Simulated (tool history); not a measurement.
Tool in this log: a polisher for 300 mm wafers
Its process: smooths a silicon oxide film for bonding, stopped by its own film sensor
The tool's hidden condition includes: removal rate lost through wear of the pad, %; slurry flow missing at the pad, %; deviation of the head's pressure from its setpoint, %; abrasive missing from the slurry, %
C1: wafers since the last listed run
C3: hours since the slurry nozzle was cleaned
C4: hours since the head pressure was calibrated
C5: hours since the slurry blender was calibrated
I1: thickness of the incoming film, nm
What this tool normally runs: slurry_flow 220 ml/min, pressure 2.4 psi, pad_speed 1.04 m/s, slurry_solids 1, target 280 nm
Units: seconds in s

run 1 day=0 | slurry_flow=245 pressure=1.8 pad_speed=1.04 slurry_solids=1 target=280 | C1=0 wafers_polished_on_this_pad=325 C3=694.5 C4=1230.4 C5=110 | I1=327.2 | seconds=87.4
run 2 day=0.638 | slurry_flow=245 pressure=1.8 pad_speed=1.04 slurry_solids=1 target=280 | C1=126 wafers_polished_on_this_pad=452 C3=709.8 C4=1245.7 C5=125.3 | I1=334.5 | seconds=100.6
run 3 day=1.15 | slurry_flow=245 pressure=1.8 pad_speed=1.04 slurry_solids=1 target=280 | C1=101 wafers_polished_on_this_pad=554 C3=722.1 C4=1258 C5=137.6 | I1=330.3 | seconds=93.5
run 4 day=3.358 | slurry_flow=220 pressure=2.4 pad_speed=1.04 slurry_solids=1 target=280 | C1=438 wafers_polished_on_this_pad=992 C3=775.1 C4=1311 C5=190.6 | I1=332.5 | seconds=76.5
-- day=4.008 worn pad replaced by a new one
run 5 day=4.029 | slurry_flow=220 pressure=2.4 pad_speed=1.04 slurry_solids=1 target=280 | C1=100 wafers_polished_on_this_pad=4 C3=791.2 C4=1327.1 C5=206.7 | I1=326.9 | seconds=73.6
run 6 day=4.292 | slurry_flow=220 pressure=2.4 pad_speed=1.04 slurry_solids=1 target=280 | C1=52 wafers_polished_on_this_pad=56 C3=797.5 C4=1333.4 C5=213 | I1=332.2 | seconds=84.7
run 7 day=4.746 | slurry_flow=220 pressure=2.4 pad_speed=1.04 slurry_solids=1 target=267 | C1=90 wafers_polished_on_this_pad=146 C3=808.4 C4=1344.3 C5=223.9 | I1=330.5 | seconds=106.1
run 8 day=5.421 | slurry_flow=220 pressure=2.4 pad_speed=1.04 slurry_solids=1 target=280 | C1=133 wafers_polished_on_this_pad=280 C3=824.6 C4=1360.5 C5=240.1 | I1=332.8 | seconds=84
-- day=5.717 head pressure recalibrated
run 9 day=5.783 | slurry_flow=220 pressure=2.4 pad_speed=1.04 slurry_solids=1 target=280 | C1=55 wafers_polished_on_this_pad=335 C3=833.3 C4=1.6 C5=248.8 | I1=328.7 | seconds=78.1
-- day=6.6 worn pad replaced by a new one, repeated, since the last time left the tool worse
run 10 day=6.883 | slurry_flow=190 pressure=2.4 pad_speed=1.14 slurry_solids=1 target=280 | C1=185 wafers_polished_on_this_pad=56 C3=859.7 C4=28 C5=275.2 | I1=328.5 | seconds=68
run 11 day=7.304 | slurry_flow=220 pressure=1.8 pad_speed=1.22 slurry_solids=1 target=294 | C1=83 wafers_polished_on_this_pad=139 C3=869.8 C4=38.1 C5=285.3 | I1=334.2 | seconds=69.3
-- day=7.567 slurry nozzle cleaned
run 12 day=8.05 | slurry_flow=220 pressure=2.4 pad_speed=1.04 slurry_solids=1 target=280 | C1=139 wafers_polished_on_this_pad=279 C3=11.6 C4=56 C5=303.2 | I1=333.3 | seconds=73.9
run 13 day=8.633 | slurry_flow=220 pressure=2.4 pad_speed=1.04 slurry_solids=1 target=280 | C1=115 wafers_polished_on_this_pad=395 C3=25.6 C4=70 C5=317.2 | I1=326 | seconds=64.1

For run 14, what comes out?
run 14 day=9.242 | slurry_flow=220 pressure=2.9 pad_speed=0.8 slurry_solids=1 target=288 | C1=120 wafers_polished_on_this_pad=516 C3=40.2 C4=84.6 C5=331.8 | I1=325.5 | seconds=?

Run 14 produced seconds 48.9 s.
With the hidden condition absent and the run-to-run variation left alone, this run would have shown seconds 48.1 s.
